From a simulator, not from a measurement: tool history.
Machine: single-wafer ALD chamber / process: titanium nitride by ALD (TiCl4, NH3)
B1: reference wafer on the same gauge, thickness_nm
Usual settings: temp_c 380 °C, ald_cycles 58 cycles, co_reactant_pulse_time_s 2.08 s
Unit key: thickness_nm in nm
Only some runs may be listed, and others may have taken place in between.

Run 1, day 0: usual settings; B1 1.3. Result: thickness_nm 1.227 nm.
Run 2, day 1.083: usual settings; B1 1.3. Result: thickness_nm 1.223 nm.
Run 3, day 3.108: usual settings; B1 1.302. Result: thickness_nm 1.226 nm.
Run 4, day 4.908: usual settings; B1 1.303. Result: thickness_nm 1.223 nm.
Run 5, day 7.733: usual settings; B1 1.306. Result: thickness_nm 1.223 nm.
Run 6, day 9.429: usual settings; B1 1.304. Result: thickness_nm 1.228 nm.
Run 7, day 12.196: usual settings but temp_c 385 °C; B1 1.308. Result: thickness_nm 1.235 nm.
Run 8, day 14.917: usual settings but temp_c 385 °C; B1 1.31. Result: thickness_nm 1.241 nm.
Run 9, day 16.417: usual settings but temp_c 385 °C; B1 1.311. Result: thickness_nm 1.237 nm.
Run 10, day 17.558: usual settings; B1 1.312. Result: thickness_nm 1.231 nm.
Run 11, day 19.483: usual settings; B1 1.314. Result: thickness_nm 1.237 nm.
Run 12, day 22.329: usual settings; B1 1.317. Result: thickness_nm 1.243 nm.
Run 13, day 23.867: usual settings; B1 1.317. Result: thickness_nm 1.239 nm.
Run 14, day 26.696: usual settings; B1 1.321. Result: thickness_nm 1.24 nm.
Run 15, day 28.321: usual settings; B1 1.323. Result: thickness_nm 1.241 nm.
Run 16, day 30.479: usual settings; B1 1.325. Result: thickness_nm 1.248 nm.
Run 17, day 31.975: usual settings but temp_c 369 °C, ald_cycles 62 cycles, co_reactant_pulse_time_s 1.86 s; B1 1.327. Result: thickness_nm 1.297 nm.

Run 18, settings as shown, results not yet in. Your forecast:
Run 18, day 34.654: usual settings but temp_c 372 °C, co_reactant_pulse_time_s 1.7 s; B1 ?. Result: thickness_nm ?.

{"run 18": {"B1": 1.33, "thickness_nm": 1.216}}
The same run, on a tool lacking any hidden state, would have yielded thickness_nm 1.189 nm.
